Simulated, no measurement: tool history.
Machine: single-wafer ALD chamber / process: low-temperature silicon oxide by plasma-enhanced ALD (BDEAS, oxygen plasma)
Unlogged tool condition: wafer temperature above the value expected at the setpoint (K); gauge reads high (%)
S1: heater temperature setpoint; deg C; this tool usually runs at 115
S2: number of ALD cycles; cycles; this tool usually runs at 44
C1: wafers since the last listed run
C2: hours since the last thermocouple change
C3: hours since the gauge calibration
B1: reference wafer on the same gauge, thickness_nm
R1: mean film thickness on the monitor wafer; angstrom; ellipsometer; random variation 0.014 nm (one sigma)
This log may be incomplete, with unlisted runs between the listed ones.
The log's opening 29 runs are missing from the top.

run    hour   S1  S2   C1     C2     C3     B1     R1
 30   699.4  128  44  126   71.5   26.2  5.172  53.88
 31   726.1  115  44  207   98.2   52.9  5.174  55.25
 32   750.2  115  52  186  122.3     77  5.167  65.27
 33   778.4  115  44  218  150.5  105.2  5.167  55.27
 34   803.4  123  44  193  175.5  130.2  5.173  54.46
 35   833.8  111  44  235  205.9  160.6  5.176  55.64
 36   859.1  108  44  196  231.2  185.9   5.17  55.76
 37   886.8  127  44  214  258.9  213.6  5.167  53.75
 38   920.9  107  49  264    293  247.7  5.171  62.46
 39   953.4  115  53  252  325.5  280.2  5.167  66.63
 40   975.4  128  40  170  347.5  302.2  5.168  48.92
 41   990.8  115  47  119  362.9  317.6  5.167  59.11
 42  1015.8  115  44  193  387.9  342.6  5.169  55.35
 43  1028.7  115  50  100  400.8  355.5  5.164  62.57
 44  1061.1  127  37  251  433.2  387.9  5.163  45.35
 45  1076.9  119  48  122    449  403.7  5.162  59.63
 46  1106.9  110  36  232    479  433.7  5.163  45.61
 47  1128.1  124  41  164  500.2  454.9  5.157  50.52

4 ways to go on from here, each from the tool as it stands after run 47. What would each give?
  A  1128.6  115  44   3  500.7  455.4   ?   ?
  B  1128.6  109  44   3  500.7  455.4   ?   ?
  C  1128.6  123  39   3  500.7  455.4   ?   ?
  D  1128.6  101  52   3  500.7  455.4   ?   ?

run     B1     R1
  A  5.159  55.09
  B  5.159  55.75
  C  5.159  48.05
  D  5.159  66.92
With no hidden state in the tool, these same runs would have given:
run     R1
  A  55.33
  B  55.98
  C  48.26
  D   67.2
